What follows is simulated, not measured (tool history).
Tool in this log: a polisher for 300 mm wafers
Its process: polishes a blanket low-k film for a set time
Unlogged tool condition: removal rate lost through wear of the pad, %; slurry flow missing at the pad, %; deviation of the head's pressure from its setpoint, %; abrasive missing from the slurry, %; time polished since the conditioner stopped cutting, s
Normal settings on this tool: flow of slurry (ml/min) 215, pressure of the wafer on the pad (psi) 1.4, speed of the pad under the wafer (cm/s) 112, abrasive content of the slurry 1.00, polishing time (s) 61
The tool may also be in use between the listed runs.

run     day  flow of slurry (ml/min)  pressure of the wafer on the pad (psi)  speed of the pad under the wafer (cm/s)  abrasive content of the slurry  polishing time (s)  wafers since the last listed run  wafers polished on this pad  hours since the slurry nozzle was cleaned  hours since the head pressure was calibrated  hours since the slurry blender was calibrated  hours since the conditioning disc was replaced  incoming thickness of the incoming film, nm  film removed (Å)
  1   0.000                      215                                     1.4                                      112                            1.00                  61                                 0                          190                                      448.0                                         697.1                                           36.4                                           355.7                                        585.9               235
  2   0.812                      180                                     1.6                                      112                            1.00                  61                               197                          388                                      467.5                                         716.6                                           55.9                                           375.2                                        574.5               261
  3   1.588                      180                                     1.6                                      112                            1.00                  61                               188                          577                                      486.1                                         735.2                                           74.5                                           393.8                                        586.5               255
      2.838  -- slurry nozzle cleaned
  4   2.958                      215                                     1.4                                      112                            0.85                  61                               323                          900                                        2.9                                         768.1                                          107.4                                           426.7                                        586.1               211
  5   4.333                      215                                     1.4                                      112                            1.00                  61                               334                         1235                                       35.9                                         801.1                                          140.4                                           459.7                                        575.2               229
      5.733  -- worn pad replaced by a new one
      6.275  -- conditioning disc replaced and pad reconditioned
      7.729  -- slurry blender recalibrated
  6   8.700                      215                                     1.4                                      112                            1.00                  61                               982                          681                                      140.7                                         905.9                                           23.3                                            58.2                                        580.5               231
  7  12.867                      215                                     1.4                                      112                            1.00                  61                              1014                         1696                                      240.7                                        1005.9                                          123.3                                           158.2                                        590.5               232
  8  13.571                      215                                     1.4                                      112                            1.00                  61                               171                         1867                                      257.6                                        1022.8                                          140.2                                           175.1                                        579.0               233
     13.996  -- worn pad replaced by a new one
  9  14.417                      215                                     1.4                                      112                            1.00                  61                               165                          102                                      277.9                                        1043.1                                          160.5                                           195.4                                        588.5               231
 10  15.421                      180                                     1.4                                      112                            0.85                  50                               244                          347                                      302.0                                        1067.2                                          184.6                                           219.5                                        581.9               169
 11  16.650                      215                                     1.7                                      112                            1.00                  61                               299                          646                                      331.5                                        1096.7                                          214.1                                           249.0                                        589.7               276
 12  17.258                      215                                     1.4                                       86                            1.00                  51                               148                          794                                      346.1                                        1111.3                                          228.7                                           263.6                                        584.9               153
     17.762  -- head pressure recalibrated
 13  18.062                      215                                     1.4                                      112                            1.00                  61                               175                          970                                      365.4                                           7.2                                          248.0                                           282.9                                        574.1               237
     18.279  -- slurry blender recalibrated
 14  18.921                      215                                     1.4                                      112                            1.00                  81                               188                         1158                                      386.0                                          27.8                                           15.4                                           303.5                                        585.0               311
     19.258  -- slurry nozzle cleaned
 15  19.733                      270                                     1.4                                      136                            1.00                  61                               187                         1346                                       11.4                                          47.3                                           34.9                                           323.0                                        583.9               276
     20.400  -- worn pad replaced by a new one
 16  20.858                      215                                     1.4                                       94                            0.90                  61                               233                          111                                       38.4                                          74.3                                           61.9                                           350.0                                        586.2               195
 17  21.908                      215                                     1.4                                      112                            1.00                  61                               255                          367                                       63.6                                          99.5                                           87.1                                           375.2                                        585.5               235
 18  22.575                      215                                     1.4                                       86                            1.00                  51                               162                          529                                       79.6                                         115.5                                          103.1                                           391.2                                        589.9               157
     23.208  -- conditioning disc replaced and pad reconditioned
 19  24.025                      215                                     1.3                                      138                            1.00                  61                               332                          862                                      114.4                                         150.3                                          137.9                                            19.6                                        575.8               264
 20  25.408                      215                                     1.4                                      112                            0.85                  70                               336                         1199                                      147.6                                         183.5                                          171.1                                            52.8                                        592.6               251
 21  26.633                      215                                     1.1                                      112                            1.20                  61                               298                         1497                                      177.0                                         212.9                                          200.5                                            82.2                                        584.3               218
 22  27.483                      280                                     1.6                                      112                            1.00                  61                               206                         1704                                      197.4                                         233.3                                          220.9                                           102.6                                        582.3               264
     28.167  -- worn pad replaced by a new one
     28.346  -- slurry blender recalibrated
 23  29.329                      215                                     1.4                                      112                            1.00                  61                               388                          262                                      241.7                                         277.6                                           23.6                                           146.9                                        583.8               228
 24  30.696                      215                                     1.1                                      112                            1.20                  61                               332                          595                                      274.5                                         310.4                                           56.4                                           179.7                                        585.8               214
 25  31.867                      215                                     1.4                                      112                            1.00                  61                               285                          880                                      302.6                                         338.5                                           84.5                                           207.8                                        583.0               239

Forecast each of these 5 alternatives for the next run:
  A  31.883                      215                                     1.4                                      126                            1.00                  61                                 4                          884                                      303.0                                         338.9                                           84.9                                           208.2                                        573.4                 ?
  B  31.883                      260                                     1.4                                      148                            0.75                  53                                 4                          884                                      303.0                                         338.9                                           84.9                                           208.2                                        573.4                 ?
  C  31.883                      285                                     1.4                                      112                            1.00                  61                                 4                          884                                      303.0                                         338.9                                           84.9                                           208.2                                        573.4                 ?
  D  31.883                      215                                     1.7                                      140                            1.00                  47                                 4                          884                                      303.0                                         338.9                                           84.9                                           208.2                                        573.4                 ?
  E  31.883                      150                                     1.8                                      112                            1.00                  61                                 4                          884                                      303.0                                         338.9                                           84.9                                           208.2                                        573.4                 ?

run  film removed (Å)
  A               257
  B               214
  C               239
  D               253
  E               281
With no hidden state in the tool, these same runs would have given:
run  film removed (Å)
  A               257
  B               214
  C               239
  D               253
  E               281
